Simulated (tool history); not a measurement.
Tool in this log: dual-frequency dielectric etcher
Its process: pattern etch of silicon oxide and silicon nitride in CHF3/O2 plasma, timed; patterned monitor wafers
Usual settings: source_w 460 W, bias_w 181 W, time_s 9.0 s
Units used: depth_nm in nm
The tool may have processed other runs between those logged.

run    hour  source_w  bias_w  time_s  wafers since the last listed run  hours since the last wet clean  hours since the last source power generator calibration  hours since the last bias power generator calibration  hours since the last upper electrode change  hours since the gauge calibration  read-back reference wafer on the same gauge, depth_nm  depth_nm
  1     0.0       460     181     9.0                                 0                            71.9                                                   1272.1                                                 2912.6                                       4510.2                              186.9                                                  13.20     11.84
  2    69.8       460     181     9.0                              1155                           141.7                                                   1341.9                                                 2982.4                                       4580.0                              256.7                                                  13.19     11.87
  3   144.2       460     181     9.0                              1231                           216.1                                                   1416.3                                                 3056.8                                       4654.4                              331.1                                                  13.20     11.88
      193.9  -- bias power generator calibrated
  4   212.5       540     156     9.0                              1064                           284.4                                                   1484.6                                                   18.6                                       4722.7                              399.4                                                  13.20     11.84
  5   349.7       540     156     9.0                              2270                           421.6                                                   1621.8                                                  155.8                                       4859.9                              536.6                                                  13.18     11.97
  6   410.7       580     161     9.0                              1009                           482.6                                                   1682.8                                                  216.8                                       4920.9                              597.6                                                  13.20     12.37
  7   470.9       580     196     9.0                               996                           542.8                                                   1743.0                                                  277.0                                       4981.1                              657.8                                                  13.19     13.24
      511.0  -- wet clean of the chamber
  8   511.5       460     181     9.0                               274                             0.5                                                   1783.6                                                  317.6                                       5021.7                              698.4                                                  13.19     11.74
  9   551.6       460     181     9.0                               663                            40.6                                                   1823.7                                                  357.7                                       5061.8                              738.5                                                  13.19     11.76
 10   668.7       540     199    11.0                              1937                           157.7                                                   1940.8                                                  474.8                                       5178.9                              855.6                                                  13.21     15.74
 11   731.8       430     181     9.0                              1044                           220.8                                                   2003.9                                                  537.9                                       5242.0                              918.7                                                  13.20     11.67
 12   774.7       460     225    10.5                               709                           263.7                                                   2046.8                                                  580.8                                       5284.9                              961.6                                                  13.19     15.09
      781.3  -- source power generator calibrated
      813.6  -- upper electrode replaced, of another model than before
 13   840.5       460     181     7.0                               625                           329.5                                                     59.2                                                  646.6                                         26.9                             1027.4                                                  13.19      9.33
 14   883.7       460     153     6.5                               714                           372.7                                                    102.4                                                  689.8                                         70.1                             1070.6                                                  13.20      7.82
 15   946.8       520     181     9.0                              1044                           435.8                                                    165.5                                                  752.9                                        133.2                             1133.7                                                  13.19     12.82
 16   977.7       370     226    11.0                               511                           466.7                                                    196.4                                                  783.8                                        164.1                             1164.6                                                  13.18     14.72
     1008.7  -- wet clean of the chamber
 17  1035.3       500     218     8.0                               556                            26.6                                                    254.0                                                  841.4                                        221.7                             1222.2                                                  13.21     12.22
 18  1102.3       370     205     8.0                              1108                            93.6                                                    321.0                                                  908.4                                        288.7                             1289.2                                                  13.20      9.95
 19  1152.8       560     181    10.5                               835                           144.1                                                    371.5                                                  958.9                                        339.2                             1339.7                                                  13.20     15.42
 20  1213.9       460     181     9.0                              1011                           205.2                                                    432.6                                                 1020.0                                        400.3                             1400.8                                                  13.20     11.94
 21  1247.2       460     181     9.0                               551                           238.5                                                    465.9                                                 1053.3                                        433.6                             1434.1                                                  13.20     12.01
 22  1281.6       460     181     9.0                               569                           272.9                                                    500.3                                                 1087.7                                        468.0                             1468.5                                                  13.20     11.88
 23  1308.7       520     181    10.0                               448                           300.0                                                    527.4                                                 1114.8                                        495.1                             1495.6                                                  13.20     14.13
 24  1340.2       460     202    10.5                               521                           331.5                                                    558.9                                                 1146.3                                        526.6                             1527.1                                                  13.19     14.77
 25  1404.3       390     208     9.5                              1060                           395.6                                                    623.0                                                 1210.4                                        590.7                             1591.2                                                  13.20     12.43
 26  1476.2       460     154     9.0                              1189                           467.5                                                    694.9                                                 1282.3                                        662.6                             1663.1                                                  13.21     10.85
 27  1544.3       340     181     8.0                              1126                           535.6                                                    763.0                                                 1350.4                                        730.7                             1731.2                                                  13.20      8.97
     1590.4  -- wet clean of the chamber
 28  1613.1       460     167    11.0                               741                            22.7                                                    831.8                                                 1419.2                                        799.5                             1800.0                                                  13.21     13.76
 29  1647.0       350     168    10.0                               560                            56.6                                                    865.7                                                 1453.1                                        833.4                             1833.9                                                  13.19     10.72

How would selected steps in depth_nm from run to run divide? Give the signed amount a tool lacking its hidden state would still show from settings, what came in and random variation, and the signed amount left for the hidden state, including any gauge scatter that is not in both of the compared results.
Hidden conditions of the tool in this case: etch rate over this chamber's usual, %; source power that arrives over what is set, %; bias power that arrives over what is set, %; gauge reads high (%).
Run 7 -> 8: source_w 580 -> 460, bias_w 196 -> 181, wet clean of the chamber. depth_nm -1.50 nm: hidden state -0.19, all else -1.31.
Run 12 -> 13: bias_w 225 -> 181, time_s 10.5 -> 7.0, source power generator calibrated, upper electrode replaced, of another model than before. depth_nm -5.76 nm: hidden state -0.04, all else -5.72.
Run 16 -> 17: source_w 370 -> 500, bias_w 226 -> 218, time_s 11.0 -> 8.0, wet clean of the chamber. depth_nm -2.50 nm: hidden state -0.23, all else -2.27.
Run 18 -> 19: source_w 370 -> 560, bias_w 205 -> 181, time_s 8.0 -> 10.5. depth_nm +5.47 nm: hidden state +0.05, all else +5.42.
